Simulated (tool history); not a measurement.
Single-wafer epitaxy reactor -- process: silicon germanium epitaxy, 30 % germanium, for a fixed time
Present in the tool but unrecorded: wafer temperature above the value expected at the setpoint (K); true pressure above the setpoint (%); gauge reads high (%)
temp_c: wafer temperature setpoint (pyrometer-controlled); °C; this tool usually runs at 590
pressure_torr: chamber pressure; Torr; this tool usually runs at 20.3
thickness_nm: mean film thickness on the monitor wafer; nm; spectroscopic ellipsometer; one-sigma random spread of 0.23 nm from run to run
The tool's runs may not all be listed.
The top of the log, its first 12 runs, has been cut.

run,hour,temp_c,pressure_torr,wafers since the last listed run,hours since the last pyrometer calibration,hours since the last manometer calibration,hours since the showerhead was replaced,hours since the gauge calibration,"read-back reference wafer on the same gauge, thickness_nm",thickness_nm
13,351.5,578,22.1,272,1426.2,2939.1,2335.8,692,52.23,36.109
14,364.8,598,20.3,203,1439.5,2952.4,2349.1,705.3,52.194,53.66
# hour 372.3: gauge calibrated
15,391.7,598,20.3,411,1466.4,2979.3,2376,19.4,52.174,53.612
16,417,590,20.3,386,1491.7,3004.6,2401.3,44.7,52.233,45.207
17,460.5,590,20.3,664,1535.2,3048.1,2444.8,88.2,52.114,44.841
# hour 481.8: pyrometer calibrated
# hour 487.9: capacitance manometer re-zeroed and calibrated
18,488.4,596,24.2,209,6.6,0.5,2472.7,116.1,52.145,57.315
19,500.3,582,16.3,181,18.5,12.4,2484.6,128,52.199,39.024
20,524.5,590,20.3,369,42.7,36.6,2508.8,152.2,52.187,48.582
21,547,575,24.9,343,65.2,59.1,2531.3,174.7,52.157,36.993
22,566.2,590,20.3,293,84.4,78.3,2550.5,193.9,52.162,48.254
# hour 597.4: showerhead replaced
23,597.9,590,20.3,362,116.1,110,0.5,225.6,52.183,48.286
24,619.8,590,20.3,334,138,131.9,22.4,247.5,52.211,48.121
25,640.1,603,16.3,310,158.3,152.2,42.7,267.8,52.139,59.457
26,675.8,578,18.7,545,194,187.9,78.4,303.5,52.162,36.942
27,695,590,20.3,293,213.2,207.1,97.6,322.7,52.271,47.878
28,710.6,590,15.3,238,228.8,222.7,113.2,338.3,52.207,45.029
29,742.7,590,24,490,260.9,254.8,145.3,370.4,52.226,50.336
30,754.9,604,18,186,273.1,267,157.5,382.6,52.215,62.344
31,772,590,20.3,261,290.2,284.1,174.6,399.7,52.191,47.825
32,785.3,605,23.5,203,303.5,297.4,187.9,413,52.218,68.157
33,810.1,585,18.1,378,328.3,322.2,212.7,437.8,52.224,42.069
34,825.5,576,20.3,235,343.7,337.6,228.1,453.2,52.23,35.807

Consider 5 possible next runs. They are alternatives, not a sequence: every one starts from the tool as it was left by run 34. What does each give?
A,825.9,590,20.3,6,344.1,338,228.5,453.6,?,?
B,825.9,582,24,6,344.1,338,228.5,453.6,?,?
C,825.9,582,18.8,6,344.1,338,228.5,453.6,?,?
D,825.9,576,24.4,6,344.1,338,228.5,453.6,?,?
E,825.9,582,18.3,6,344.1,338,228.5,453.6,?,?

run,"read-back reference wafer on the same gauge, thickness_nm",thickness_nm
A,52.218,47.976
B,52.218,42.366
C,52.218,39.883
D,52.218,37.471
E,52.218,39.631
Take away the tool's hidden state, keep each run's random variation, and the runs would have read:
run,thickness_nm
A,47.617
B,42.043
C,39.578
D,37.181
E,39.329
